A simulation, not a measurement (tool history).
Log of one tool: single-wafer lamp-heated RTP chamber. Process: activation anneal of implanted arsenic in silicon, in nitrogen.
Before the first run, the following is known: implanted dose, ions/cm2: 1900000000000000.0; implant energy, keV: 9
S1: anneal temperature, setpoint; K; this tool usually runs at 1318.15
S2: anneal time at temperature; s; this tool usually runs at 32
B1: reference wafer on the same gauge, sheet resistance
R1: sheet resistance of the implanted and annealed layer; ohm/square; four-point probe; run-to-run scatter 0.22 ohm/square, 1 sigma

run     day       S1  S2     B1     R1
  1       0  1328.15  32  96.98  74.85
  2   0.838  1328.15  32  97.07  74.76
  3   2.517  1328.15  32  97.11  74.32
  4   3.421  1325.15  47     97  69.71
      4.179  -- reflector plate cleaned
  5   4.192  1325.15  47  97.03  71.02
  6   7.829  1318.15  32  96.98  78.95
  7  11.262  1318.15  32  97.08  78.72
  8  12.292  1318.15  32  97.08  78.34
     13.146  -- pyrometer window cleaned and pyrometer calibrated
  9    13.2  1318.15  32  96.99  79.76
 10  14.292  1318.15  32  96.98  79.75
 11  15.517  1318.15  32  96.97  79.42
 12  16.662  1318.15  32  96.98  79.16
 13  20.958  1318.15  19  96.97   89.4
 14  21.862  1329.15  15  97.05  88.29
 15  23.012  1318.15  32  97.01  78.38
     24.262  -- reflector plate cleaned
 16    24.5  1318.15  15  97.06  95.95
 17  25.667  1288.15  42  97.09   89.7
 18  26.529  1306.15  18  96.98  99.25
     27.546  -- gauge calibrated
 19  27.946  1295.15  32  96.96   91.2
 20  28.908  1318.15  32  96.99  78.82
     29.438  -- pyrometer window cleaned and pyrometer calibrated
 21  30.325  1318.15  32  97.01  80.04
 22  30.833  1329.15  48   96.9  68.53
 23  32.308  1338.15  47  96.91  65.98
 24  33.092  1331.15  24  96.95  78.54
 25  35.738  1329.15  32  97.06  73.86
 26  36.979  1335.15  39  96.88  68.57
 27  37.558  1318.15  32  96.99  78.67

Branching from run 27: 5 alternative next runs. What would each branch give?
  A  37.575  1347.15  32   ?   ?
  B  37.575  1318.15  16   ?   ?
  C  37.575  1310.15  32   ?   ?
  D  37.575  1308.15  42   ?   ?
  E  37.575  1296.15  42   ?   ?

run  B1     R1
  A  97   67.4
  B  97  93.23
  C  97   82.5
  D  97  78.14
  E  97  84.31
Without the tool's hidden state the same runs would have given:
run     R1
  A  69.36
  B  97.18
  C  85.84
  D  81.18
  E  87.97
